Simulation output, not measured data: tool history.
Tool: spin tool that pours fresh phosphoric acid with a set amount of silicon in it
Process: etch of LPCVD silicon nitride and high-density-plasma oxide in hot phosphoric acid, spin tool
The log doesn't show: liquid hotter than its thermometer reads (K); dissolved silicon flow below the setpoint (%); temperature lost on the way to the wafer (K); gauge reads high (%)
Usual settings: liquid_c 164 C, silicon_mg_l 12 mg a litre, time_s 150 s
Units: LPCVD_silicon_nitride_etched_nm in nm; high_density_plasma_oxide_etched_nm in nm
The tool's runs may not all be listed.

run,hour,liquid_c,silicon_mg_l,time_s,wafers since the last listed run,hours since the thermometer was replaced,hours since the dissolved silicon flow meter was replaced,hours since the heated supply line was repaired,hours since the gauge calibration,"read-back film thickness of the LPCVD silicon nitride reference wafer, read on the same gauge (nm)","read-back film thickness of the high-density-plasma oxide reference wafer, read on the same gauge (nm)",LPCVD_silicon_nitride_etched_nm,high_density_plasma_oxide_etched_nm
1,0,164,6,150,0,654.4,880.4,484.6,1129.8,149.98,79.999,16.92,0.699
2,106.6,164,12,150,739,761,987,591.2,1236.4,150.02,79.978,17.15,0.534
3,151.2,164,12,150,309,805.6,1031.6,635.8,1281,149.98,80.002,17.1,0.619
# hour 204.6: gauge calibrated
4,230.7,164,12,150,551,885.1,1111.1,715.3,26.1,149.99,80.007,17.38,0.646
5,336.7,164,12,150,735,991.1,1217.1,821.3,132.1,150.01,80.022,17.15,0.712
6,413.1,164,12,150,530,1067.5,1293.5,897.7,208.5,150.01,80.01,17.58,0.683
# hour 447.8: heated supply line repaired
7,501.5,163,12,115,606,1155.9,1381.9,53.7,296.9,150.02,80.006,13.19,0.429
8,546.2,164,12,150,310,1200.6,1426.6,98.4,341.6,150,79.997,17.64,0.715
# hour 588.1: dissolved silicon flow meter replaced
9,590.9,164,12,235,303,1245.3,2.8,143.1,386.3,149.99,79.992,27.25,1.155
# hour 612.8: thermometer replaced
10,685.6,164,12,220,650,72.8,97.5,237.8,481,150,80.004,23.81,0.925
11,758.8,166,16,150,507,146,170.7,311,554.2,150.03,79.957,17.3,0.625
12,820,162,7.5,150,424,207.2,231.9,372.2,615.4,149.97,80.011,15.12,0.576
13,863.7,161,8.5,150,303,250.9,275.6,415.9,659.1,150.03,80.02,14.87,0.517
14,907,164,12,150,300,294.2,318.9,459.2,702.4,150.02,80.04,16.4,0.545
15,945.8,166.5,12,180,269,333,357.7,498,741.2,149.99,79.981,21.62,0.945
16,996.8,161.5,21,205,353,384,408.7,549,792.2,150.01,79.994,20.67,0.553
17,1044.6,164,12,150,331,431.8,456.5,596.8,840,150.03,80.021,16.72,0.519
18,1093.8,164,12,150,341,481,505.7,646,889.2,150.01,79.975,16.71,0.555
19,1134.4,164,12,120,281,521.6,546.3,686.6,929.8,150.02,80,13.35,0.423
20,1210,165.5,15.5,190,524,597.2,621.9,762.2,1005.4,150.01,80.007,22.22,0.81

5 ways to go on from here, each from the tool as it stands after run 20. What would each give?
A,1210.5,164,12,150,3,597.7,622.4,762.7,1005.9,?,?,?,?
B,1210.5,161.5,20.5,95,3,597.7,622.4,762.7,1005.9,?,?,?,?
C,1210.5,165.5,20.5,115,3,597.7,622.4,762.7,1005.9,?,?,?,?
D,1210.5,161.5,12,60,3,597.7,622.4,762.7,1005.9,?,?,?,?
E,1210.5,161.5,19.5,150,3,597.7,622.4,762.7,1005.9,?,?,?,?

run,"read-back film thickness of the LPCVD silicon nitride reference wafer, read on the same gauge (nm)","read-back film thickness of the high-density-plasma oxide reference wafer, read on the same gauge (nm)",LPCVD_silicon_nitride_etched_nm,high_density_plasma_oxide_etched_nm
A,150,80.001,16.83,0.597
B,150,80.001,9.81,0.253
C,150,80.001,13.55,0.409
D,150,80.001,6.2,0.199
E,150,80.001,15.49,0.411
Without the tool's hidden state the same runs would have given:
run,LPCVD_silicon_nitride_etched_nm,high_density_plasma_oxide_etched_nm
A,16.14,0.544
B,9.41,0.23
C,13,0.373
D,5.94,0.181
E,14.85,0.374
